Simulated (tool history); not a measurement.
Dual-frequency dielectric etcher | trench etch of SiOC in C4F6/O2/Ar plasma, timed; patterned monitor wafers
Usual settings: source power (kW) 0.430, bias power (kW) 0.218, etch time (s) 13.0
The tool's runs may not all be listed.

run,hour,source power (kW),bias power (kW),etch time (s),"read-back reference wafer on the same gauge, depth_nm",mean etch depth across the wafer (Å)
1,0.0,0.430,0.218,13.0,24.34,273.2
2,56.6,0.430,0.218,15.0,24.32,314.4
3,123.8,0.430,0.218,15.0,24.25,312.7
4,215.4,0.350,0.218,13.0,24.26,255.3
5,249.3,0.430,0.218,13.0,24.27,272.0
6,289.4,0.430,0.218,13.0,24.35,275.0
7,345.3,0.500,0.189,13.0,24.31,271.7
8,380.4,0.500,0.189,13.0,24.30,269.6
9,451.6,0.500,0.189,13.0,24.29,271.2
10,502.8,0.470,0.218,13.0,24.32,280.7
11,554.3,0.510,0.218,13.0,24.31,286.9
12,613.2,0.430,0.218,13.0,24.24,272.3
13,651.6,0.430,0.187,16.0,24.36,317.3
14,702.9,0.370,0.235,11.0,24.30,224.8
15,758.7,0.430,0.218,13.0,24.28,269.9
16,798.0,0.430,0.184,13.0,24.31,255.4
17,828.3,0.530,0.176,11.0,24.34,227.2
18,858.1,0.430,0.267,13.0,24.23,292.0
19,894.7,0.430,0.265,15.5,24.31,347.0
20,961.6,0.430,0.218,13.0,24.29,272.0
21,1022.2,0.400,0.218,13.0,24.27,263.8
22,1081.9,0.430,0.233,13.0,24.26,274.5
23,1133.1,0.350,0.195,13.0,24.34,244.4
24,1174.1,0.430,0.218,9.5,24.27,198.8
25,1226.3,0.350,0.186,15.5,24.32,289.1
26,1302.7,0.530,0.254,17.0,24.27,400.3
27,1321.5,0.430,0.218,15.0,24.35,313.1
28,1349.7,0.430,0.218,13.0,24.29,272.5
29,1387.2,0.430,0.267,13.0,24.36,291.8

Taken out of this log: 8 entries between the listed runs. Where each belongs, and how the hidden state differs across it:
Between runs 2 and 3: wet clean of the chamber (hour 94.8)
  no hidden state differs between the two runs
Between runs 5 and 6: source power generator calibrated (hour 273.9)
  no hidden state differs between the two runs
Between runs 9 and 10: wet clean of the chamber (hour 491.7)
  no hidden state differs between the two runs
Between runs 10 and 11: bias power generator calibrated (hour 525.9)
  no hidden state differs between the two runs
Between runs 12 and 13: gauge calibrated (hour 633.6)
  no hidden state differs between the two runs
Between runs 18 and 19: wet clean of the chamber (hour 883.9)
  no hidden state differs between the two runs
Between runs 20 and 21: upper electrode replaced (hour 1008.6)
  no hidden state differs between the two runs
Between runs 25 and 26: wet clean of the chamber (hour 1302.2)
  no hidden state differs between the two runs
